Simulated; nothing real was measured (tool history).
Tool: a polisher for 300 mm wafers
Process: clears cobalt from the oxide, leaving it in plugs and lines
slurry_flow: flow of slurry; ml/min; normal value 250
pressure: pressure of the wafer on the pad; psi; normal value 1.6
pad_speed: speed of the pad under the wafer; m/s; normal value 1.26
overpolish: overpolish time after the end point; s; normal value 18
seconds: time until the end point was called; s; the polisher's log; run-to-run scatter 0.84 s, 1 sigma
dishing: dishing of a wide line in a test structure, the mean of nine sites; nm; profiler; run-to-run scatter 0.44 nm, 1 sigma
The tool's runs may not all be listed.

run,hour,slurry_flow,pressure,pad_speed,overpolish,"incoming thickness of the incoming film, nm",seconds,dishing
1,0.0,250,1.6,1.26,18,386.4,79.6,37.9
2,48.7,250,1.6,1.26,18,391.0,80.7,37.4
3,109.2,250,1.6,1.26,18,394.3,82.5,37.2
4,165.7,250,1.6,1.26,18,382.7,80.0,38.1
# hour 216.7: worn pad replaced by a new one
5,222.4,250,1.6,1.26,18,388.5,78.1,38.2
6,258.0,250,1.6,1.26,18,383.7,78.6,38.6
# hour 262.8: slurry nozzle cleaned
# hour 287.9: head pressure recalibrated
7,299.8,250,1.6,1.26,18,393.4,81.7,38.1
8,404.2,250,1.6,1.26,18,390.0,81.5,37.4
# hour 468.8: worn pad replaced by a new one
9,469.3,250,1.6,1.56,18,394.8,65.3,40.8
10,534.1,250,1.6,1.56,18,389.0,67.0,40.2
11,604.4,250,1.6,1.56,18,389.5,66.4,40.3
# hour 619.5: slurry nozzle cleaned
12,666.8,250,1.6,1.26,18,386.8,80.2,38.3
# hour 697.3: worn pad replaced by a new one
13,710.6,340,1.1,1.26,14,387.7,111.3,28.2
14,775.7,250,1.1,1.26,18,394.3,119.3,32.2
# hour 908.8: head pressure recalibrated
15,923.2,285,2.0,1.26,9,389.7,63.6,30.5
16,961.3,250,1.6,1.26,18,392.1,82.7,38.0
# hour 964.0: slurry nozzle cleaned
# hour 991.8: worn pad replaced by a new one
17,1010.8,280,1.9,1.40,14,391.7,59.2,37.2
18,1037.9,295,1.6,1.42,18,389.0,71.8,40.2
19,1083.9,315,1.1,1.26,18,391.5,116.7,32.5
20,1153.6,250,1.6,1.40,18,395.2,76.5,39.0
# hour 1269.6: worn pad replaced by a new one
21,1278.7,250,1.6,1.66,23,390.7,61.8,43.3
# hour 1291.0: slurry nozzle cleaned
22,1319.6,205,1.6,1.26,18,391.3,83.7,37.7

Each row is a separate what-if for the run after 22, all from the same tool condition, not one after another. Results?
A,1320.1,250,1.6,1.26,18,390.9,?,?
B,1320.1,250,1.6,1.26,21,390.9,?,?
C,1320.1,275,1.6,1.14,12,390.9,?,?
D,1320.1,220,1.3,1.26,18,390.9,?,?

run,seconds,dishing
A,79.4,38.4
B,79.4,40.4
C,85.6,30.8
D,99.3,35.1
With the hidden condition removed and each run's random variation left untouched, the same runs would have given:
run,seconds,dishing
A,77.3,38.8
B,77.3,40.7
C,83.3,31.2
D,96.6,35.5

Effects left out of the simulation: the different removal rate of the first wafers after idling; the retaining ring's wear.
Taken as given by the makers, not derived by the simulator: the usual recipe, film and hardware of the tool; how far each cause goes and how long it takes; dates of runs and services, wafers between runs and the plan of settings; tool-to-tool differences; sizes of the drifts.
